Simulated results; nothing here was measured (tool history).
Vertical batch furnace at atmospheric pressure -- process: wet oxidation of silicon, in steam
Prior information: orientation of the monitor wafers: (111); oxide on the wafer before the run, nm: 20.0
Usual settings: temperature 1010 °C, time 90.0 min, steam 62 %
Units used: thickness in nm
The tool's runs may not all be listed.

| run | hour | temperature | time | steam | read-back reference wafer on the same gauge, thickness | thickness |
|---|---|---|---|---|---|---|
| 1 | 0.0 | 1010 | 90.0 | 62 | 492.86 | 479.55 |
| 2 | 34.6 | 1010 | 90.0 | 62 | 492.19 | 477.44 |
| 3 | 67.7 | 1010 | 90.0 | 69 | 491.35 | 507.64 |
| 4 | 101.1 | 1010 | 90.0 | 62 | 490.53 | 476.76 |
| 5 | 130.8 | 1010 | 90.0 | 62 | 489.70 | 474.16 |
| 6 | 149.8 | 996 | 90.0 | 62 | 489.11 | 440.38 |
| 7 | 167.7 | 996 | 90.0 | 62 | 488.70 | 440.49 |
| 8 | 189.3 | 996 | 90.0 | 62 | 487.88 | 438.86 |
|  | 189.5 | gauge calibrated |
| 9 | 221.5 | 1021 | 90.0 | 62 | 494.60 | 504.58 |
| 10 | 243.3 | 1021 | 90.0 | 62 | 494.77 | 505.61 |
|  | 299.2 | steam generator serviced |
| 11 | 299.7 | 1010 | 90.0 | 67 | 494.06 | 501.50 |
| 12 | 308.6 | 1010 | 90.0 | 67 | 494.00 | 502.60 |
| 13 | 360.9 | 1010 | 90.0 | 67 | 493.44 | 501.75 |
| 14 | 373.0 | 1010 | 124.0 | 62 | 493.28 | 579.06 |
| 15 | 396.2 | 1010 | 124.0 | 62 | 492.91 | 576.82 |
| 16 | 417.2 | 1010 | 67.0 | 62 | 492.69 | 401.03 |
| 17 | 443.5 | 1017 | 135.0 | 62 | 492.35 | 625.22 |
| 18 | 456.5 | 1022 | 104.0 | 62 | 491.89 | 550.75 |
| 19 | 490.0 | 1034 | 103.0 | 62 | 491.48 | 576.52 |
| 20 | 516.9 | 1010 | 90.0 | 68 | 490.72 | 503.10 |
| 21 | 533.7 | 1010 | 90.0 | 56 | 490.45 | 447.67 |
| 22 | 547.2 | 987 | 108.5 | 67 | 489.82 | 493.01 |
| 23 | 569.5 | 1010 | 90.0 | 62 | 489.30 | 475.27 |
|  | 634.8 | thermocouples replaced and temperature profile calibrated |
| 24 | 665.8 | 1010 | 90.0 | 67 | 486.04 | 492.76 |
|  | 670.5 | gauge calibrated |
| 25 | 693.8 | 1010 | 90.0 | 62 | 496.45 | 479.53 |
| 26 | 729.8 | 1023 | 61.0 | 62 | 496.59 | 407.63 |
| 27 | 764.3 | 1010 | 50.0 | 62 | 496.22 | 336.89 |
| 28 | 780.2 | 1010 | 90.0 | 68 | 495.73 | 508.23 |
| 29 | 803.3 | 1010 | 90.0 | 62 | 495.88 | 480.18 |
| 30 | 838.9 | 1010 | 90.0 | 62 | 495.40 | 482.17 |

Forecast each of these 5 alternatives for the next run:
| A | 843.5 | 1010 | 110.5 | 62 | ? | ? |
| B | 843.5 | 997 | 77.5 | 56 | ? | ? |
| C | 843.5 | 1010 | 90.0 | 74 | ? | ? |
| D | 843.5 | 989 | 48.0 | 51 | ? | ? |
| E | 843.5 | 993 | 56.0 | 54 | ? | ? |

| run | read-back reference wafer on the same gauge, thickness | thickness |
|---|---|---|
| A | 495.58 | 542.17 |
| B | 495.58 | 384.22 |
| C | 495.58 | 533.25 |
| D | 495.58 | 253.46 |
| E | 495.58 | 298.57 |
What these runs would have given with no unlogged condition in the tool:
| run | thickness |
|---|---|
| A | 541.73 |
| B | 383.91 |
| C | 532.82 |
| D | 253.25 |
| E | 298.32 |
